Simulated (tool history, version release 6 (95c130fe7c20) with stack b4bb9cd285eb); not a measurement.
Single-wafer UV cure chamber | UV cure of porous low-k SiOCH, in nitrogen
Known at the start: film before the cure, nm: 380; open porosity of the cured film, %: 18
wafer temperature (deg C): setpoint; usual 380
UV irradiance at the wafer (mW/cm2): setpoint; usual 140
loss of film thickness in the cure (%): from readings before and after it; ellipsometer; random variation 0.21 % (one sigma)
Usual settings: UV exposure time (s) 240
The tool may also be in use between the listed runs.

| run | hour | wafer temperature (deg C) | UV exposure time (s) | UV irradiance at the wafer (mW/cm2) | loss of film thickness in the cure (%) |
|---|---|---|---|---|---|
| 1 | 0 | 380 | 195 | 140 | 11.682 |
| 2 | 37.2 | 380 | 195 | 140 | 11.137 |
|  | 91.8 | quartz window cleaned |
| 3 | 103.3 | 380 | 195 | 140 | 11.659 |
| 4 | 136.7 | 380 | 240 | 140 | 12.675 |
|  | 242.2 | quartz window cleaned |
| 5 | 309.8 | 386 | 185 | 140 | 11.374 |
| 6 | 334.8 | 386 | 185 | 140 | 11.892 |
| 7 | 359.2 | 386 | 185 | 140 | 11.447 |
|  | 382.6 | quartz window cleaned |
| 8 | 414 | 380 | 240 | 140 | 12.658 |
| 9 | 468.9 | 380 | 195 | 140 | 11.642 |
| 10 | 519.1 | 391 | 140 | 162 | 10.797 |
|  | 542.7 | quartz window cleaned |
| 11 | 550.8 | 393 | 240 | 140 | 12.704 |
|  | 573.5 | UV bulbs replaced |
| 12 | 609.8 | 380 | 195 | 140 | 11.627 |

Run 13 comes next. What will it give?
| 13 | 634.1 | 360 | 240 | 162 | ? |

loss of film thickness in the cure (%): 12.402
Without the tool's hidden state the same run would have given loss of film thickness in the cure (%) 12.402.
